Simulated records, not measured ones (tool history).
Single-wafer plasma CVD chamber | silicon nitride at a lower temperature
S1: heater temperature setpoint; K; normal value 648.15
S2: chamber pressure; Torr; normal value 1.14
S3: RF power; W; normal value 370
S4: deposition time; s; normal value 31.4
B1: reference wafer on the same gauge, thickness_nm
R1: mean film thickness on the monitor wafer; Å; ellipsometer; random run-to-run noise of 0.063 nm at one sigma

run   hour      S1    S2   S3    S4      B1      R1
  1      0  648.15  1.14  325  32.8  42.685  383.05
  2   17.5  648.15  1.14  325  32.8  42.701  384.02
  3   63.9  648.15  1.14  325  32.8  42.701  383.13
  4   76.5  648.15  1.14  370  31.4  42.689  396.52
  5   93.5  648.15  1.14  370  31.4  42.705   417.9
  6    108  639.15  1.14  370  31.4  42.713  419.57
  7  114.1  639.15  1.14  370  31.4  42.714  418.81
  8  128.4  639.15  1.14  370  31.4  42.677  418.44
  9  141.4  657.15  1.14  370    36  42.673  475.58
 10  145.2  659.15  1.08  370  31.4  42.678  405.44
 11  158.9  648.15  1.14  370  31.4  42.687  415.45
 12  165.8  653.15  1.14  440  31.4  42.699  447.96
 13  181.6  654.15  0.91  310  37.3  42.708  420.56
 14  201.2  648.15  0.88  305  31.4  42.708  347.65
 15  210.2  648.15  1.14  370  31.4  42.713  415.52
 16  218.5  648.15  1.42  370  31.4  42.699  445.28
 17  225.7  635.15  1.14  345  25.3  42.683  326.84
 18  232.7  648.15  1.14  395  31.4  42.704  428.54
 19  239.8  648.15   1.3  390  31.4  42.686  444.46
 20  252.9  642.15  1.14  420  37.5  42.678  526.31

Withheld: 6 entries from between the runs. Position of each, and hidden state at the listed run before versus the listed run after:
Between runs 1 and 2: gauge calibrated (hour 8.3)
  delivered RF power above the setpoint (%): -8.23 -> -8.3
  measured minus no-state result, R1: -20.6 -> -20.86 Å
Between runs 4 and 5: RF generator calibrated (hour 84.7)
  delivered RF power above the setpoint (%): -8.57 -> -0.233
  measured minus no-state result, R1: -21.37 -> -0.57 Å
Between runs 7 and 8: showerhead replaced, of another model than before (hour 122.4)
  delivered RF power above the setpoint (%): -0.324 -> -0.388
  measured minus no-state result, R1: -0.8 -> -0.73 Å
Between runs 8 and 9: thermocouple changed; heater temperature recalibrated (hour 140.9)
  delivered RF power above the setpoint (%): -0.388 -> -0.446
  measured minus no-state result, R1: -0.73 -> -0.95 Å
Between runs 10 and 11: gauge calibrated (hour 149.7)
  delivered RF power above the setpoint (%): -0.463 -> -0.524
  measured minus no-state result, R1: -0.84 -> -0.97 Å
Between runs 13 and 14: capacitance manometer re-zeroed and calibrated (hour 200.7)
  delivered RF power above the setpoint (%): -0.624 -> -0.712
  measured minus no-state result, R1: -1.22 -> -1.15 Å
